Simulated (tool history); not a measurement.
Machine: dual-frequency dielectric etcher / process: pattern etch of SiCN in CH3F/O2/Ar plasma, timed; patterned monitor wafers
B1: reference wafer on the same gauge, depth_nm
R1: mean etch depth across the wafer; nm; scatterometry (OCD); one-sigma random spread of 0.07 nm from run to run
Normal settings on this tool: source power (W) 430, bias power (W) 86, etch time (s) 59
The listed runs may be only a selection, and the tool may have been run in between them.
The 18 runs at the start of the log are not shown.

run 19 hour=1367.4 | source_power_(W)=430 bias_power_(W)=86 etch_time_(s)=51 | B1=19.9 | R1=21
-- hour=1420.7 bias power generator calibrated
run 20 hour=1466.5 | source_power_(W)=430 bias_power_(W)=86 etch_time_(s)=59 | B1=19.92 | R1=24.54
run 21 hour=1568.3 | source_power_(W)=470 bias_power_(W)=98 etch_time_(s)=49 | B1=19.91 | R1=22
run 22 hour=1641.1 | source_power_(W)=330 bias_power_(W)=86 etch_time_(s)=53.5 | B1=19.89 | R1=19.06
-- hour=1740.1 wet clean of the chamber
run 23 hour=1740.6 | source_power_(W)=430 bias_power_(W)=69 etch_time_(s)=67 | B1=19.9 | R1=26.95
run 24 hour=2019.7 | source_power_(W)=430 bias_power_(W)=86 etch_time_(s)=59 | B1=19.9 | R1=24.62
run 25 hour=2065.7 | source_power_(W)=430 bias_power_(W)=65 etch_time_(s)=52 | B1=19.9 | R1=20.65
run 26 hour=2107.6 | source_power_(W)=390 bias_power_(W)=66 etch_time_(s)=49 | B1=19.9 | R1=18.46
run 27 hour=2197.5 | source_power_(W)=380 bias_power_(W)=71 etch_time_(s)=48 | B1=19.91 | R1=18.05
run 28 hour=2234.7 | source_power_(W)=430 bias_power_(W)=86 etch_time_(s)=54 | B1=19.91 | R1=22.6
run 29 hour=2318.1 | source_power_(W)=400 bias_power_(W)=86 etch_time_(s)=72.5 | B1=19.9 | R1=29.06
-- hour=2370.3 wet clean of the chamber
run 30 hour=2392 | source_power_(W)=430 bias_power_(W)=86 etch_time_(s)=59 | B1=19.93 | R1=24.6

Branching from run 30: 3 alternative next runs. What would each branch give?
run A hour=2392.4 | source_power_(W)=430 bias_power_(W)=92 etch_time_(s)=59 | B1=? | R1=?
run B hour=2392.4 | source_power_(W)=430 bias_power_(W)=104 etch_time_(s)=59 | B1=? | R1=?
run C hour=2392.4 | source_power_(W)=400 bias_power_(W)=95 etch_time_(s)=71 | B1=? | R1=?

run=A B1=19.9 R1=24.93
run=B B1=19.9 R1=25.54
run=C B1=19.9 R1=28.99
With no hidden state in the tool, these same runs would have given:
run=A R1=24.59
run=B R1=25.19
run=C R1=28.59
